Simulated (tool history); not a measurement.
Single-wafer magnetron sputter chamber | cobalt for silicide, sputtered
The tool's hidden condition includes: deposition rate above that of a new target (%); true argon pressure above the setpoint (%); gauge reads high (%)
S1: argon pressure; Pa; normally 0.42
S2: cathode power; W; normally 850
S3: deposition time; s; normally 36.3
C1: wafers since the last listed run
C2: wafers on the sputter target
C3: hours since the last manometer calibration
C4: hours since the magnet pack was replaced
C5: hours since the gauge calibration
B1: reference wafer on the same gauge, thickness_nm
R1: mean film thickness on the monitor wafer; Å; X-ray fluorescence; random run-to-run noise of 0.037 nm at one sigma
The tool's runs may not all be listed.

run   hour     S1    S2    S3   C1    C2      C3      C4     C5      B1      R1
  1      0   0.42   850  31.1    0  4161  2809.1  7847.4   67.6  13.908  130.58
  2   12.5   0.42   850  36.3  294  4456  2821.6  7859.9   80.1  13.902  151.67
  3   19.4   0.42   850  36.3  162  4618  2828.5  7866.8     87    13.9  152.52
  4   36.9   0.42   850  36.3  412  5031    2846  7884.3  104.5  13.898  152.28
  5   45.7   0.42   850  36.3  207  5238  2854.8  7893.1  113.3   13.89  151.68
  6   56.5  0.549   850  36.3  254  5493  2865.6  7903.9  124.1    13.9   143.9
  7   74.3  0.549   850  36.3  419  5913  2883.4  7921.7  141.9  13.909   143.7
      84.3  -- sputter target and shields replaced
  8   89.3  0.549   850  36.3  165   116  2898.4  7936.7  156.9   13.89  142.01
  9   95.9   0.42   850  36.3  155   272    2905  7943.3  163.5    13.9  149.62
 10  109.3   0.42   850  36.3  315   588  2918.4  7956.7  176.9  13.898  150.13
     124.4  -- sputter target and shields replaced, repeated, since the last time left the tool worse
       132  -- capacitance manometer re-zeroed and calibrated
 11  132.5   0.42   850  36.3  180    12     0.5  7979.9  200.1  13.905  153.52
 12  132.8   0.42   850  36.3    7    19     0.8  7980.2  200.4  13.902  153.78
     134.9  -- gauge calibrated
 13  147.3  0.474   950  31.5  341   361    15.3  7994.7   12.4  13.905  146.28
     163.5  -- magnet pack replaced
 14    164   0.42   850  36.3  205   566      32     0.5   29.1  13.896  153.27
 15  188.5   0.42   850  36.3  577  1144    56.5      25   53.6  13.888  153.52
 16  204.8   0.57   850  29.8  384  1528    72.8    41.3   69.9  13.906  119.27
 17  212.3   0.42  1000  39.7  176  1705    80.3    48.8   77.4  13.908  197.42
 18    222  0.324   900  41.9  228  1934      90    58.5   87.1  13.897  195.03
 19  230.7  0.467   850  29.4  205  2139    98.7    67.2   95.8  13.892  121.71
 20  246.7  0.273   700  36.3  377  2516   114.7    83.2  111.8  13.909  134.11
 21  257.7   0.42   650  36.3  259  2775   125.7    94.2  122.8  13.895  117.33
 22  272.5   0.42   850  36.3  348  3124   140.5     109  137.6  13.902  152.71

Hidden state or all else? Some run-to-run changes of R1, split into what the settings, what came in and random variation would give without the hidden state, and what is left for the hidden state (with any gauge scatter that isn't in both results):
Run 7 -> 8: sputter target and shields replaced. R1 -1.69 Å: hidden state -1.42, all else -0.27.
Run 10 -> 11: sputter target and shields replaced, repeated, since the last time left the tool worse, capacitance manometer re-zeroed and calibrated. R1 +3.39 Å: hidden state +3.87, all else -0.48.
Run 16 -> 17: S1 0.57 -> 0.42, S2 850 -> 1000, S3 29.8 -> 39.7. R1 +78.15 Å: hidden state -0.23, all else +78.38.
Run 18 -> 19: S1 0.324 -> 0.467, S2 900 -> 850, S3 41.9 -> 29.4. R1 -73.32 Å: hidden state +0.17, all else -73.49.
